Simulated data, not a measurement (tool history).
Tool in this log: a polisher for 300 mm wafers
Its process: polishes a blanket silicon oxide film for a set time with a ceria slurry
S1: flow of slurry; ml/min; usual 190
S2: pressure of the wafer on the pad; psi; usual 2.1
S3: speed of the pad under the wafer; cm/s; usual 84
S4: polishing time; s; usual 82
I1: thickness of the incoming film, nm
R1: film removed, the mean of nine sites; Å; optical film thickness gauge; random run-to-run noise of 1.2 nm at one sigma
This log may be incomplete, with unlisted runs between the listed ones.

run    hour   S1   S2   S3  S4      I1    R1
  1       0  190  2.1   84  82  1179.3  1885
  2    55.6  190  2.1   84  82  1195.9  1863
      237.7  -- head pressure recalibrated
  3   344.9  190  2.1   84  82  1170.2  1929
  4   411.1  190  2.1   84  82  1179.5  1935
      444.2  -- slurry nozzle cleaned
      476.4  -- worn pad replaced by a new one
  5   490.4  190  2.1   84  82  1173.2  1962
  6   575.7  190  2.1   84  82  1181.7  1915
  7   650.9  190  2.1   84  82  1155.9  1924
      705.8  -- head pressure recalibrated
  8   915.6  190  2.1   84  82  1153.3  1937
  9   969.6  190  2.1   84  82  1159.7  1916
 10    1071  190  2.5   84  97  1165.5  2572
     1077.3  -- worn pad replaced by a new one
 11  1153.3  190  2.1   70  82  1161.7  1520
     1209.2  -- slurry nozzle cleaned
     1300.8  -- head pressure recalibrated
 12  1322.2  190  2.1   70  82  1146.8  1652
 13  1403.5  190  2.1   70  82  1179.4  1638
 14  1481.7  190  2.3   84  82  1191.6  2101
 15  1529.6  190  2.3   84  82  1178.2  2091
 16  1568.7  190  2.1   84  82  1160.3  1934
     1628.6  -- worn pad replaced by a new one
 17  1635.7  190  2.1   84  82  1179.5  1918
 18  1736.7  170  2.6   84  99  1170.8  2673
 19    1789  135  2.1  106  82    1185  2215
     1796.7  -- head pressure recalibrated
 20  1888.1  220  2.1  112  82    1170  2654
 21  1931.1  190  2.1   70  82    1180  1624
       1969  -- slurry nozzle cleaned
 22  1974.6  240  2.1   84  99  1172.7  2462
 23  2059.1  190  2.1   84  82  1184.9  1969
 24  2107.7  190  2.1   76  82  1170.9  1767

Estimate the outcome of run 25 from the log above:
     2133.5  -- worn pad replaced by a new one
 25  2203  190  2.3  84  82  1152.6   ?

R1: 2063 Å
Minus the tool's unlogged condition, the same run would have read R1 2139 Å.
